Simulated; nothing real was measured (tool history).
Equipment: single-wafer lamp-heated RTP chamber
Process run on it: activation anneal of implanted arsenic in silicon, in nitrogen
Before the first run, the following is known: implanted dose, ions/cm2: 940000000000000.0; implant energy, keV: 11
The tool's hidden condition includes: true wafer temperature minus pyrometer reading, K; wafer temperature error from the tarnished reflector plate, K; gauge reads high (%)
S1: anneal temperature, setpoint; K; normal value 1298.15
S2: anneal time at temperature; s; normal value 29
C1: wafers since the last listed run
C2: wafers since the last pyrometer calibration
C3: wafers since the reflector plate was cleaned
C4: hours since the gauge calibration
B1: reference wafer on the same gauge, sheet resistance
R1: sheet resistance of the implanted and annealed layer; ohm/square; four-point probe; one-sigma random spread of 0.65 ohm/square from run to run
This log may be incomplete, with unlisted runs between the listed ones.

run	hour	S1	S2	C1	C2	C3	C4	B1	R1
1	0	1298.15	29	0	1676	13439	75.4	123.03	130.74
2	43.7	1298.15	29	462	2139	13902	119.1	122.93	130.94
3	53.9	1298.15	29	108	2247	14010	129.3	123	130.11
4	60.4	1314.15	29	68	2316	14079	135.8	123.02	124.62
5	77.1	1314.15	29	176	2493	14256	152.5	122.98	125
# hour 91.9: pyrometer window cleaned and pyrometer calibrated
6	92.4	1314.15	29	77	4	14333	167.8	123	129.74
7	107	1282.15	29	154	159	14488	182.4	122.85	142.71
8	114.1	1282.15	29	75	234	14563	189.5	123.08	142.1
9	125.2	1282.15	29	117	352	14681	200.6	122.96	143.2
10	134.5	1313.15	29	98	450	14779	209.9	123.16	128.89
11	150.9	1313.15	29	173	624	14953	226.3	123.05	128.36
12	165.3	1307.15	37	152	777	15105	240.7	122.99	126.39
13	177.6	1307.15	37	130	907	15236	253	122.98	125.84
14	197.1	1298.15	29	206	1113	15442	272.5	122.89	133.65
15	206.1	1315.15	29	95	1209	15538	281.5	123.01	126.38
16	215.2	1298.15	41	96	1305	15634	290.6	122.99	126.43
# hour 219.2: gauge calibrated
17	230.3	1308.15	29	159	1465	15794	11.1	123.02	128.86
18	240.8	1314.15	40	111	1576	15905	21.6	122.94	122.31
19	256.1	1298.15	29	162	1738	16067	36.9	123.01	131.28
# hour 265.1: reflector plate cleaned
20	269.6	1298.15	42	58	1797	48	50.4	122.99	125.66
21	279.1	1298.15	29	100	1897	148	59.9	122.87	130.4
22	287.9	1313.15	29	93	1991	241	68.7	122.99	126.4
23	301	1298.15	29	138	2129	380	81.8	123.07	129.46
# hour 313.1: pyrometer window cleaned and pyrometer calibrated
24	313.6	1278.15	29	48	5	429	94.4	123.06	145.88
25	320	1298.15	29	67	72	497	100.8	123.02	136.23
26	336.6	1315.15	36	175	248	673	117.4	122.92	125.42
27	347	1308.15	19	110	358	783	127.8	122.96	136.98
28	356.4	1298.15	43	99	458	882	137.2	123.05	127.87
29	374.3	1283.15	23	189	648	1072	155.1	123.01	145.63
30	385.6	1315.15	39	119	767	1192	166.4	122.99	123.09
31	394.7	1273.15	15	96	864	1288	175.5	122.91	160.7
32	401.4	1270.15	22	70	935	1359	182.2	123.07	153.04

4 options for the next run, each taken on its own from the tool as it stands now. Forecast them:
A	401.8	1307.15	29	4	939	1363	182.6	?	?
B	401.8	1298.15	22	4	939	1363	182.6	?	?
C	401.8	1286.15	42	4	939	1363	182.6	?	?
D	401.8	1327.15	42	4	939	1363	182.6	?	?

run	B1	R1
A	123.06	131.04
B	123.06	139.32
C	123.06	132.7
D	123.06	120.53
Without the tool's hidden state the same runs would have given:
run	R1
A	133.18
B	142.2
C	135.53
D	122.08

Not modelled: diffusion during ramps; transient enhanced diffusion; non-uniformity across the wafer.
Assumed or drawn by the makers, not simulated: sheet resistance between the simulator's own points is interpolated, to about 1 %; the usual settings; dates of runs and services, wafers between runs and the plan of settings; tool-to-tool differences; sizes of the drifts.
